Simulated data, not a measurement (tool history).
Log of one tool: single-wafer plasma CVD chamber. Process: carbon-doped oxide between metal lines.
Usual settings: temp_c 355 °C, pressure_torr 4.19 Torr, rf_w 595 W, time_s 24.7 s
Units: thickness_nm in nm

run   hour  temp_c  pressure_torr  rf_w  time_s  wafers since the last listed run  hours since the last thermocouple change  hours since the last RF generator calibration  hours since the last manometer calibration  hours since the showerhead was replaced  hours since the gauge calibration  read-back reference wafer on the same gauge, thickness_nm  thickness_nm
  1      0     355           4.19   510    24.7                                 0                                    2229.8                                         1880.1                                      2059.1                                   5573.7                                162                                                     117.98       130.178
  2      7     355           4.19   510    24.7                               146                                    2236.8                                         1887.1                                      2066.1                                   5580.7                                169                                                    118.025       130.637
  3   24.7     355           4.19   510    24.7                               371                                    2254.5                                         1904.8                                      2083.8                                   5598.4                              186.7                                                    118.028       130.089
  4     33     359           4.19   595    24.7                               173                                    2262.8                                         1913.1                                      2092.1                                   5606.7                                195                                                    117.963       136.516
  5   41.7     359           4.19   595    24.7                               182                                    2271.5                                         1921.8                                      2100.8                                   5615.4                              203.7                                                    117.936       136.117
      49.2  -- gauge calibrated
  6   51.5     359           4.19   595    24.7                               205                                    2281.3                                         1931.6                                      2110.6                                   5625.2                                2.3                                                    118.035       136.511
  7   57.6     355           4.19   595    24.7                               127                                    2287.4                                         1937.7                                      2116.7                                   5631.3                                8.4                                                    118.017       138.102
  8     64     363           4.19   595    24.7                               134                                    2293.8                                         1944.1                                      2123.1                                   5637.7                               14.8                                                        118       134.873
  9   73.6     363           4.19   595    24.7                               201                                    2303.4                                         1953.7                                      2132.7                                   5647.3                               24.4                                                    117.988       135.052
 10     89     363           4.19   685    28.7                               322                                    2318.8                                         1969.1                                      2148.1                                   5662.7                               39.8                                                    118.012       165.565
 11    104     369           3.41   505    24.7                               314                                    2333.8                                         1984.1                                      2163.1                                   5677.7                               54.8                                                    118.005       121.422
     113.7  -- capacitance manometer re-zeroed and calibrated
 12  121.7     351           4.88   545    24.7                               203                                    2351.5                                         2001.8                                           8                                   5695.4                               72.5                                                     118.08       137.937
     131.8  -- showerhead replaced
 13  136.6     355           4.19   595    24.7                               144                                    2366.4                                         2016.7                                        22.9                                      4.8                               87.4                                                    118.034       137.828
 14  143.7     355           4.19   595    24.7                               148                                    2373.5                                         2023.8                                          30                                     11.9                               94.5                                                    118.018       137.967
 15  159.8     345           3.49   490    20.7                               337                                    2389.6                                         2039.9                                        46.1                                       28                              110.6                                                    118.017       108.763
     180.6  -- thermocouple changed; heater temperature recalibrated
     188.4  -- RF generator calibrated
 16  188.9     350           4.19   595    24.7                               279                                       8.3                                            0.5                                        75.2                                     57.1                              139.7                                                    118.055        137.39
 17  189.2     343           3.83   595    24.7                                 6                                       8.6                                            0.8                                        75.5                                     57.4                                140                                                    118.005       138.366
 18  199.1     355           4.19   485    29.4                               207                                      18.5                                           10.7                                        85.4                                     67.3                              149.9                                                    117.991        148.97
 19  208.1     362           4.19   690    24.7                               188                                      27.5                                           19.7                                        94.4                                     76.3                              158.9                                                    118.016       140.724
 20  225.2     359           4.19   595    24.7                               358                                      44.6                                           36.8                                       111.5                                     93.4                                176                                                     118.05       133.311
 21  239.7     355           4.19   595    24.7                               303                                      59.1                                           51.3                                         126                                    107.9                              190.5                                                    118.082       135.358
     254.3  -- RF generator calibrated, repeated, since the last time left the tool worse
     274.1  -- gauge calibrated
 22  278.6     355           4.19   595    24.7                               647                                        98                                           24.3                                       164.9                                    146.8                                4.5                                                    118.012       141.132
 23  285.8     355           5.12   595    24.7                               150                                     105.2                                           31.5                                       172.1                                      154                               11.7                                                    117.956       145.232
 24    302     369           4.19   710    20.3                               339                                     121.4                                           47.7                                       188.3                                    170.2                               27.9                                                    117.963       119.969
 25  319.4     362           4.19   705    24.7                               364                                     138.8                                           65.1                                       205.7                                    187.6                               45.3                                                    118.021       147.798
 26  330.7     355           4.19   595    24.7                               236                                     150.1                                           76.4                                         217                                    198.9                               56.6                                                    118.024       140.419
 27    337     345           4.81   595    20.3                               132                                     156.4                                           82.7                                       223.3                                    205.2                               62.9                                                    117.972       122.233

The same runs without the tool's hidden state, with the same run-to-run variation:
The hidden state here: wafer temperature above the value expected at the setpoint (K); delivered RF power above the setpoint (%); true pressure above the setpoint (%); gauge reads high (%).
run  thickness_nm
  1       133.003
  2       133.483
  3        132.95
  4       139.449
  5       139.054
  6       139.472
  7       141.107
  8       137.817
  9       138.014
 10        169.22
 11       124.203
 12       141.068
 13        140.95
 14       141.102
 15       111.325
 16       143.139
 17       144.157
 18       155.433
 19        146.63
 20       138.947
 21       141.104
 22        141.25
 23       145.364
 24       120.096
 25       147.982
 26       140.614
 27       122.411
